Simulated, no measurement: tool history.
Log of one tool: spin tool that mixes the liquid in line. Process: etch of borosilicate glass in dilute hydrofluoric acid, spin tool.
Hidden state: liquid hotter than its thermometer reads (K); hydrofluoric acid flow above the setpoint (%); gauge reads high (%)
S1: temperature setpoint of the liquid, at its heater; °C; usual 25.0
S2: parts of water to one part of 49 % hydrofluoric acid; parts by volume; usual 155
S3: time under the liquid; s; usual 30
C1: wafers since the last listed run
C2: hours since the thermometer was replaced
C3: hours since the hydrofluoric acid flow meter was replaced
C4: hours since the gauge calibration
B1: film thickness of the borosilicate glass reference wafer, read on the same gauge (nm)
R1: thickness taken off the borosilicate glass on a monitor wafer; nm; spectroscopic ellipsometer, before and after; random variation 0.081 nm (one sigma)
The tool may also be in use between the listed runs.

Run 1, day 0.000: usual settings; C1 0; C2 1599.3; C3 1741.6; C4 383.1; B1 150.04. Result: R1 12.04 nm.
Run 2, day 2.554: usual settings but S1 27.5 °C, S3 20 s; C1 919; C2 1660.6; C3 1802.9; C4 444.4; B1 150.04. Result: R1 8.88 nm.
Run 3, day 4.583: usual settings but S1 27.5 °C, S3 20 s; C1 730; C2 1709.3; C3 1851.6; C4 493.1; B1 149.98. Result: R1 8.95 nm.
Run 4, day 6.925: usual settings but S1 27.5 °C, S3 20 s; C1 842; C2 1765.5; C3 1907.8; C4 549.3; B1 150.04. Result: R1 9.00 nm.
Run 5, day 8.579: usual settings; C1 595; C2 1805.2; C3 1947.5; C4 589.0; B1 150.01. Result: R1 12.28 nm.
Run 6, day 10.829: usual settings but S3 15 s; C1 809; C2 1859.2; C3 2001.5; C4 643.0; B1 150.00. Result: R1 6.20 nm.
Run 7, day 13.721: usual settings; C1 1040; C2 1928.6; C3 2070.9; C4 712.4; B1 149.99. Result: R1 12.63 nm.
At day 14.562: thermometer replaced.
Run 8, day 15.546: usual settings; C1 641; C2 23.6; C3 2114.7; C4 756.2; B1 150.05. Result: R1 11.43 nm.
At day 17.688: hydrofluoric acid flow meter replaced.
Run 9, day 17.871: usual settings; C1 821; C2 79.4; C3 4.4; C4 812.0; B1 149.98. Result: R1 10.25 nm.
Run 10, day 20.046: usual settings; C1 782; C2 131.6; C3 56.6; C4 864.2; B1 149.98. Result: R1 10.30 nm.
Run 11, day 21.367: usual settings but S1 27.0 °C; C1 475; C2 163.3; C3 88.3; C4 895.9; B1 150.06. Result: R1 11.21 nm.
Run 12, day 22.558: usual settings but S1 26.5 °C; C1 428; C2 191.9; C3 116.9; C4 924.5; B1 150.00. Result: R1 11.07 nm.

Run 13 comes next. What will it give?
Run 13, day 25.308: usual settings but S1 20.0 °C, S2 105 parts by volume; C1 989; C2 257.9; C3 182.9; C4 990.5; B1 ?. Result: R1 ?.

Run 13 gave B1 150.03, R1 13.46 nm.
Without the tool's hidden state the same run would have given R1 12.77 nm.

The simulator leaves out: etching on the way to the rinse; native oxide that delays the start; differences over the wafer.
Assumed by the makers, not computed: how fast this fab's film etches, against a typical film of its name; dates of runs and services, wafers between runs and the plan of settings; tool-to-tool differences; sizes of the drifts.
